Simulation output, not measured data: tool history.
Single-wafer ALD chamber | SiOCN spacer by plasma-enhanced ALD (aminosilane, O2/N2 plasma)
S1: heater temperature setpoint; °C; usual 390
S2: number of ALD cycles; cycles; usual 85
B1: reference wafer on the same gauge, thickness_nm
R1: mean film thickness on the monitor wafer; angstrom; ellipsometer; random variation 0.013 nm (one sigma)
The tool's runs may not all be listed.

run 1 hour=0 | S1=394 S2=96 | B1=4.828 | R1=60.64
run 2 hour=41.9 | S1=394 S2=96 | B1=4.831 | R1=60.66
run 3 hour=95.4 | S1=394 S2=96 | B1=4.828 | R1=60.46
run 4 hour=126 | S1=397 S2=85 | B1=4.827 | R1=53.66
run 5 hour=170 | S1=397 S2=85 | B1=4.83 | R1=53.51
run 6 hour=207.1 | S1=390 S2=85 | B1=4.83 | R1=53.71
run 7 hour=234.3 | S1=390 S2=85 | B1=4.833 | R1=53.71
run 8 hour=262 | S1=382 S2=73 | B1=4.836 | R1=46.39
run 9 hour=434.7 | S1=382 S2=73 | B1=4.833 | R1=46.06
run 10 hour=487.8 | S1=390 S2=85 | B1=4.838 | R1=53.47
run 11 hour=540.9 | S1=390 S2=85 | B1=4.829 | R1=54.06
run 12 hour=607 | S1=390 S2=85 | B1=4.832 | R1=53.6
run 13 hour=633 | S1=390 S2=85 | B1=4.83 | R1=53.67
run 14 hour=702.2 | S1=399 S2=85 | B1=4.843 | R1=53.81
run 15 hour=728.8 | S1=399 S2=85 | B1=4.838 | R1=53.82
run 16 hour=787.3 | S1=390 S2=85 | B1=4.838 | R1=53.97
run 17 hour=826.1 | S1=390 S2=85 | B1=4.842 | R1=53.78
run 18 hour=855.3 | S1=390 S2=85 | B1=4.84 | R1=53.72
-- hour=882.4 thermocouple changed; heater temperature recalibrated
run 19 hour=916.2 | S1=390 S2=85 | B1=4.834 | R1=53.71
run 20 hour=966.9 | S1=390 S2=85 | B1=4.839 | R1=53.97
run 21 hour=1009.3 | S1=390 S2=85 | B1=4.841 | R1=53.9
run 22 hour=1037.4 | S1=394 S2=85 | B1=4.837 | R1=53.67
run 23 hour=1066.3 | S1=390 S2=85 | B1=4.839 | R1=53.85
run 24 hour=1094 | S1=390 S2=93 | B1=4.846 | R1=58.79
run 25 hour=1144.3 | S1=377 S2=99 | B1=4.844 | R1=62.64
-- hour=1168.3 gauge calibrated
run 26 hour=1216.1 | S1=390 S2=85 | B1=4.758 | R1=53
run 27 hour=1244.4 | S1=399 S2=85 | B1=4.761 | R1=53.11
run 28 hour=1452.3 | S1=390 S2=76 | B1=4.775 | R1=47.49
run 29 hour=1481.8 | S1=390 S2=85 | B1=4.78 | R1=53.15
run 30 hour=1538.1 | S1=390 S2=85 | B1=4.781 | R1=53.18
run 31 hour=1585.1 | S1=385 S2=70 | B1=4.785 | R1=43.92
run 32 hour=1646 | S1=390 S2=85 | B1=4.788 | R1=53.24
run 33 hour=1671.1 | S1=384 S2=76 | B1=4.796 | R1=47.59
run 34 hour=1853.7 | S1=390 S2=85 | B1=4.802 | R1=53.42
run 35 hour=1909 | S1=390 S2=80 | B1=4.8 | R1=50.2
run 36 hour=1979 | S1=395 S2=85 | B1=4.801 | R1=53.16
run 37 hour=2028.7 | S1=394 S2=96 | B1=4.809 | R1=60.14
-- hour=2069.5 thermocouple changed; heater temperature recalibrated
run 38 hour=2096.4 | S1=375 S2=70 | B1=4.804 | R1=43.88
run 39 hour=2122.2 | S1=390 S2=85 | B1=4.804 | R1=53.44
run 40 hour=2191.8 | S1=381 S2=70 | B1=4.815 | R1=44.03
run 41 hour=2256.7 | S1=390 S2=85 | B1=4.813 | R1=53.54
run 42 hour=2287 | S1=390 S2=100 | B1=4.812 | R1=63.11
run 43 hour=2334.8 | S1=390 S2=70 | B1=4.813 | R1=44
run 44 hour=2361 | S1=383 S2=70 | B1=4.815 | R1=44.02
run 45 hour=2412.2 | S1=402 S2=100 | B1=4.815 | R1=62.94
run 46 hour=2560.4 | S1=390 S2=72 | B1=4.813 | R1=45.3
run 47 hour=2605.8 | S1=382 S2=90 | B1=4.817 | R1=56.47
run 48 hour=2658 | S1=390 S2=90 | B1=4.822 | R1=56.76

The tool's hidden state at each run:
wafer temperature above the value expected at the setpoint (K): 0 in every run
H1: gauge reads high (%)
run=1 H1=1.34
run=2 H1=1.36
run=3 H1=1.39
run=4 H1=1.4
run=5 H1=1.42
run=6 H1=1.44
run=7 H1=1.45
run=8 H1=1.46
run=9 H1=1.53
run=10 H1=1.54
run=11 H1=1.56
run=12 H1=1.58
run=13 H1=1.58
run=14 H1=1.6
run=15 H1=1.61
run=16 H1=1.62
run=17 H1=1.63
run=18 H1=1.64
run=19 H1=1.65
run=20 H1=1.66
run=21 H1=1.67
run=22 H1=1.67
run=23 H1=1.68
run=24 H1=1.68
run=25 H1=1.69
run=26 H1=-0.0375
run=27 H1=0.0134
run=28 H1=0.341
run=29 H1=0.382
run=30 H1=0.456
run=31 H1=0.514
run=32 H1=0.584
run=33 H1=0.612
run=34 H1=0.792
run=35 H1=0.84
run=36 H1=0.896
run=37 H1=0.933
run=38 H1=0.981
run=39 H1=0.998
run=40 H1=1.04
run=41 H1=1.08
run=42 H1=1.1
run=43 H1=1.12
run=44 H1=1.14
run=45 H1=1.16
run=46 H1=1.22
run=47 H1=1.24
run=48 H1=1.26
